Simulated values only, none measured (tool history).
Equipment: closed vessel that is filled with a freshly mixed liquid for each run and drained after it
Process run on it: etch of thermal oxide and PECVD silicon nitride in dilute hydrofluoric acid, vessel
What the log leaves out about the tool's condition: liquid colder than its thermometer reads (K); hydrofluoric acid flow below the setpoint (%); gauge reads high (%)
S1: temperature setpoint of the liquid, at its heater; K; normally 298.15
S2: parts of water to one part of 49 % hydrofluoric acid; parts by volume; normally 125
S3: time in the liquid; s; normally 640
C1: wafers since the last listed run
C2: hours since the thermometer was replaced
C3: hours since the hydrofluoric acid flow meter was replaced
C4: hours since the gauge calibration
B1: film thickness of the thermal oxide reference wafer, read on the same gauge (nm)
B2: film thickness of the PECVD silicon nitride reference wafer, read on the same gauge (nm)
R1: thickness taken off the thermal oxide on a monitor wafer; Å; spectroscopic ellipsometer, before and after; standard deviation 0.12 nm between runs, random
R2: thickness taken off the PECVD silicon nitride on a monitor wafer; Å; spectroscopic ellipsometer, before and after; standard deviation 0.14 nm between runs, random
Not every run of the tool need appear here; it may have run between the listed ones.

run,hour,S1,S2,S3,C1,C2,C3,C4,B1,B2,R1,R2
1,0,298.15,125,640,0,2382.2,326.7,79,90.03,40,267.7,220
2,40,298.15,125,640,2773,2422.2,366.7,119,89.97,40.01,268.7,220.6
3,57,298.15,125,640,1178,2439.2,383.7,136,90.02,39.98,267.7,219.8
4,69,298.15,125,640,832,2451.2,395.7,148,89.95,39.99,266.2,221.3
5,76.8,298.15,125,640,540,2459,403.5,155.8,90.01,39.99,268.1,220.7
# hour 81.2: thermometer replaced
# hour 82.3: hydrofluoric acid flow meter replaced
6,87.5,298.15,125,640,603,6.3,5.2,166.5,90.04,40,265.7,219.8
# hour 95.8: gauge calibrated
7,99,298.15,125,640,797,17.8,16.7,3.2,89.98,39.99,268.2,221.4
8,106.5,298.15,125,470,520,25.3,24.2,10.7,89.96,40.01,195.8,162.6
9,122.2,294.15,75,900,1088,41,39.9,26.4,89.98,40.01,570.1,392
10,142.6,302.15,125,640,1414,61.4,60.3,46.8,89.99,40,311.8,279.2
11,149.5,298.15,125,640,478,68.3,67.2,53.7,90.02,40.03,266.3,219.5
12,159,298.15,70,420,658,77.8,76.7,63.2,90.01,40,334.9,256
13,174.8,295.65,180,980,1095,93.6,92.5,79,90.05,40,243.3,198
14,184,301.15,170,640,637,102.8,101.7,88.2,90.01,40.01,208.8,193.9
15,193.8,298.15,125,640,679,112.6,111.5,98,90.01,40,270.3,221.4
16,200.6,293.65,75,960,471,119.4,118.3,104.8,90.03,39.99,594.4,403.8

What if the next run were any one of these 5? Each begins from the tool's condition after run 16:
A,201.4,298.15,125,315,55,120.2,119.1,105.6,?,?,?,?
B,201.4,294.65,125,640,55,120.2,119.1,105.6,?,?,?,?
C,201.4,296.15,175,310,55,120.2,119.1,105.6,?,?,?,?
D,201.4,295.65,155,640,55,120.2,119.1,105.6,?,?,?,?
E,201.4,302.15,125,975,55,120.2,119.1,105.6,?,?,?,?

run,B1,B2,R1,R2
A,90.01,39.99,131.5,108.9
B,90.01,39.99,232.9,175.8
C,90.01,39.99,80.9,67.5
D,90.01,39.99,189,152.1
E,90.01,39.99,473.4,434.6
Had the tool no hidden state, the same runs would have come out as:
run,R1,R2
A,131.5,108.9
B,232.9,175.8
C,80.9,67.5
D,189,152.1
E,473.4,434.6
